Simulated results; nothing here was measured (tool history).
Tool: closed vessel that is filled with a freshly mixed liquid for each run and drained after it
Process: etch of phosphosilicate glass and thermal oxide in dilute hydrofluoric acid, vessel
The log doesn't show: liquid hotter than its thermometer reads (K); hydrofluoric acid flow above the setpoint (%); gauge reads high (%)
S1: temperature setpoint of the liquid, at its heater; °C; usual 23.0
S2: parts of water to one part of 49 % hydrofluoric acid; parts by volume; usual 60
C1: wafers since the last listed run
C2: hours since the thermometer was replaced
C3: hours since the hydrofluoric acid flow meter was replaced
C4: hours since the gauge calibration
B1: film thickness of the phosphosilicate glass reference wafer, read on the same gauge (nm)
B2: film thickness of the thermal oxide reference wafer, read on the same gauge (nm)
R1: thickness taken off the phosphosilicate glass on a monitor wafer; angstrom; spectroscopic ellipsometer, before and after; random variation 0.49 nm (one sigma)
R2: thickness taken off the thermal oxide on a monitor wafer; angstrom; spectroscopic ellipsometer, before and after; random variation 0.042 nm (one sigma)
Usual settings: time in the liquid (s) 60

Run 1, hour 0.0: usual settings; C1 0; C2 545.7; C3 773.3; C4 106.5; B1 80.01; B2 139.987. Result: R1 745.5 angstrom, R2 52.77 angstrom.
Run 2, hour 6.5: usual settings; C1 445; C2 552.2; C3 779.8; C4 113.0; B1 79.98; B2 139.976. Result: R1 749.6 angstrom, R2 52.51 angstrom.
At hour 13.1: gauge calibrated.
Run 3, hour 19.5: usual settings; C1 890; C2 565.2; C3 792.8; C4 6.4; B1 80.00; B2 139.975. Result: R1 755.4 angstrom, R2 52.20 angstrom.
Run 4, hour 35.9: usual settings but time in the liquid (s) 45; C1 1122; C2 581.6; C3 809.2; C4 22.8; B1 79.99; B2 139.988. Result: R1 572.4 angstrom, R2 39.19 angstrom.
Run 5, hour 51.4: usual settings but S1 21.0 °C; C1 1061; C2 597.1; C3 824.7; C4 38.3; B1 80.00; B2 139.987. Result: R1 701.5 angstrom, R2 49.49 angstrom.
Run 6, hour 66.2: usual settings but S1 21.0 °C; C1 1013; C2 611.9; C3 839.5; C4 53.1; B1 80.00; B2 140.016. Result: R1 702.3 angstrom, R2 48.98 angstrom.
Run 7, hour 78.6: usual settings but time in the liquid (s) 70; C1 849; C2 624.3; C3 851.9; C4 65.5; B1 79.99; B2 140.002. Result: R1 884.0 angstrom, R2 61.98 angstrom.
Run 8, hour 92.7: usual settings but time in the liquid (s) 70; C1 965; C2 638.4; C3 866.0; C4 79.6; B1 80.00; B2 140.026. Result: R1 900.4 angstrom, R2 62.65 angstrom.
Run 9, hour 105.2: usual settings but time in the liquid (s) 70; C1 855; C2 650.9; C3 878.5; C4 92.1; B1 79.98; B2 139.994. Result: R1 894.2 angstrom, R2 62.39 angstrom.
At hour 111.5: hydrofluoric acid flow meter replaced.
Run 10, hour 121.0: usual settings but S1 28.0 °C, S2 80 parts by volume; C1 1013; C2 666.7; C3 9.5; C4 107.9; B1 79.96; B2 140.009. Result: R1 681.0 angstrom, R2 47.64 angstrom.
At hour 124.7: gauge calibrated.
Run 11, hour 132.6: usual settings but S1 21.0 °C, S2 75 parts by volume, time in the liquid (s) 35; C1 794; C2 678.3; C3 21.1; C4 7.9; B1 80.01; B2 139.991. Result: R1 330.6 angstrom, R2 22.90 angstrom.
At hour 144.6: thermometer replaced.
Run 12, hour 150.2: usual settings but S2 80 parts by volume, time in the liquid (s) 90; C1 1136; C2 5.6; C3 38.7; C4 25.5; B1 80.02; B2 140.009. Result: R1 746.6 angstrom, R2 51.77 angstrom.
Run 13, hour 163.1: usual settings; C1 883; C2 18.5; C3 51.6; C4 38.4; B1 79.96; B2 139.973. Result: R1 692.2 angstrom, R2 47.72 angstrom.
Run 14, hour 174.6: usual settings but S1 19.0 °C, time in the liquid (s) 45; C1 787; C2 30.0; C3 63.1; C4 49.9; B1 79.98; B2 139.989. Result: R1 438.6 angstrom, R2 30.88 angstrom.
Run 15, hour 186.4: usual settings but S1 25.5 °C, time in the liquid (s) 70; C1 807; C2 41.8; C3 74.9; C4 61.7; B1 80.01; B2 139.993. Result: R1 875.4 angstrom, R2 62.12 angstrom.
Run 16, hour 196.8: usual settings but S1 19.0 °C, time in the liquid (s) 45; C1 712; C2 52.2; C3 85.3; C4 72.1; B1 80.01; B2 139.985. Result: R1 441.5 angstrom, R2 30.44 angstrom.
Run 17, hour 205.6: usual settings; C1 602; C2 61.0; C3 94.1; C4 80.9; B1 80.01; B2 140.023. Result: R1 677.2 angstrom, R2 48.20 angstrom.
Run 18, hour 217.6: usual settings; C1 821; C2 73.0; C3 106.1; C4 92.9; B1 79.99; B2 139.999. Result: R1 699.0 angstrom, R2 48.88 angstrom.
Run 19, hour 226.2: usual settings but S1 27.5 °C, S2 50 parts by volume, time in the liquid (s) 85; C1 588; C2 81.6; C3 114.7; C4 101.5; B1 79.98; B2 139.995. Result: R1 1424.3 angstrom, R2 100.11 angstrom.

Hidden state or all else? Some run-to-run changes of R1, split into what the settings, what came in and random variation would give without the hidden state, and what is left for the hidden state (with any gauge scatter that isn't in both results):
Run 10 -> 11: S1 28.0 -> 21.0, S2 80 -> 75, time in the liquid (s) 60 -> 35, gauge calibrated. R1 -350.4 angstrom: hidden state -38.1, all else -312.3.
Run 18 -> 19: S1 23.0 -> 27.5, S2 60 -> 50, time in the liquid (s) 60 -> 85. R1 +725.3 angstrom: hidden state +14.9, all else +710.4.
